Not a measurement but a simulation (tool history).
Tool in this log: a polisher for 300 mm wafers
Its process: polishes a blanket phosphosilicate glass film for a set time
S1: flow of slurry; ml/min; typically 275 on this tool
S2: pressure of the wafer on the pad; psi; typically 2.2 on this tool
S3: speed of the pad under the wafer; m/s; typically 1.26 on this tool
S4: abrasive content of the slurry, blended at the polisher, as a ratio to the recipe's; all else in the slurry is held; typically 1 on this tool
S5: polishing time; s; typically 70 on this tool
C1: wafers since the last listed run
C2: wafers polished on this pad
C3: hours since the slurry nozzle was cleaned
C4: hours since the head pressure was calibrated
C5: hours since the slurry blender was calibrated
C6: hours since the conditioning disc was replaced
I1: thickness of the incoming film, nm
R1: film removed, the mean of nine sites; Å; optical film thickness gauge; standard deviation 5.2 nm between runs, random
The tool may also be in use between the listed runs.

run    hour   S1   S2    S3    S4  S5   C1    C2     C3      C4     C5     C6      I1    R1
  1       0  275  2.2  1.26     1  70    0  1016  523.4   507.5  261.2   16.3  2666.3  4375
  2    89.7  275  2.2  1.26     1  70  724  1740  613.1   597.2  350.9    106  2679.2  4425
  3   152.1  275  2.2  1.26     1  70  503  2244  675.5   659.6  413.3  168.4  2651.8  4425
  4   200.7  350    3  1.26   0.8  46  392  2636  724.1   708.2  461.9    217  2645.1  3262
      242.6  -- slurry nozzle cleaned
  5   243.4  230  1.8  1.02     1  70  336  2973    0.8   750.9  504.6  259.7  2610.1  3107
  6   339.7  275  2.2  1.26  0.85  70  777  3751   97.1   847.2  600.9    356  2665.7  3851
  7   405.3  355    3  1.26     1  70  529  4280  162.7   912.8  666.5  421.6  2686.4  5793
      445.1  -- worn pad replaced by a new one
      450.3  -- slurry blender recalibrated
  8   505.9  275  2.2  1.26     1  70  763   474  263.3  1013.4   55.6  522.2  2597.7  4696
      509.4  -- head pressure recalibrated
  9     583  195  2.2  0.98     1  52  606  1080  340.4    73.6  132.7  599.3  2619.6  2511
      615.5  -- conditioning disc replaced and pad reconditioned
 10   664.7  275  1.6  1.26   1.1  70  643  1724  422.1   155.3  214.4   49.2  2665.4  3520
 11   736.8  275  2.8  1.62   0.9  58  582  2306  494.2   227.4  286.5  121.3  2635.1  4805
 12   859.1  215  2.6  1.26     1  70  987  3294  616.5   349.7  408.8  243.6  2621.1  4639
 13   929.7  275  1.4  1.56   0.7  70  570  3864  687.1   420.3  479.4  314.2  2653.2  2708
      967.8  -- slurry nozzle cleaned
 14   978.2  275  2.2  1.26     1  70  383  4247   10.4   468.8  527.9  362.7  2660.9  4180
     1033.5  -- slurry blender recalibrated
 15  1043.7  225  2.2  1.14     1  70  512  4760   75.9   534.3   10.2  428.2    2687  4437
 16  1086.9  275  2.6  1.56     1  70  348  5109  119.1   577.5   53.4  471.4  2651.3  6356
     1097.7  -- worn pad replaced by a new one
 17  1149.2  190  2.7  1.68     1  77  470   415  181.4   639.8  115.7  533.7  2635.8  7350
     1202.3  -- conditioning disc replaced and pad reconditioned
 18  1206.4  275  2.2  1.26   0.9  49  445   861  238.6     697  172.9    4.1  2669.6  3010
 19  1265.1  190  2.2  1.26   0.9  70  473  1335  297.3   755.7  231.6   62.8  2673.1  4082
 20    1330  275  2.6  1.26     1  61  524  1859  362.2   820.6  296.5  127.7  2649.8  4420
     1403.7  -- head pressure recalibrated
 21    1426  275  2.2  1.26     1  70  759  2618  458.2    22.3  392.5  223.7  2677.8  3938
 22  1542.8  275  2.2  1.26     1  70  943  3561    575   139.1  509.3  340.5  2633.1  4040
 23  1604.6  235  2.2  1.26     1  78  499  4060  636.8   200.9  571.1  402.3    2638  4561
     1610.7  -- slurry blender recalibrated
 24  1661.3  275  2.2  0.84     1  70  441  4502  693.5   257.6   50.6    459  2645.6  3255
 25  1766.3  275  2.7  1.26  1.25  60  847  5350  798.5   362.6  155.6    564  2621.2  5064

Below, some changes in R1 between adjacent runs. For each, the amount present without the hidden state too (settings, incoming material, random variation) and the amount remaining for the hidden state with gauge scatter not shared by both compared results:
Unlogged tool condition in this case: removal rate lost through wear of the pad, %; slurry flow missing at the pad, %; deviation of the head's pressure from its setpoint, %; abrasive missing from the slurry, %; time polished since the conditioner stopped cutting, s.
Run 7 -> 8: S1 355 -> 275, S2 3 -> 2.2, worn pad replaced by a new one, slurry blender recalibrated. R1 -1097 Å: hidden state +511, all else -1608.
Run 8 -> 9: S1 275 -> 195, S3 1.26 -> 0.98, S5 70 -> 52, head pressure recalibrated. R1 -2185 Å: hidden state -413, all else -1772.
Run 14 -> 15: S1 275 -> 225, S3 1.26 -> 1.14, slurry blender recalibrated. R1 +257 Å: hidden state +630, all else -373.
Run 17 -> 18: S1 190 -> 275, S2 2.7 -> 2.2, S3 1.68 -> 1.26, S4 1 -> 0.9, S5 77 -> 49, conditioning disc replaced and pad reconditioned. R1 -4340 Å: hidden state -161, all else -4179.
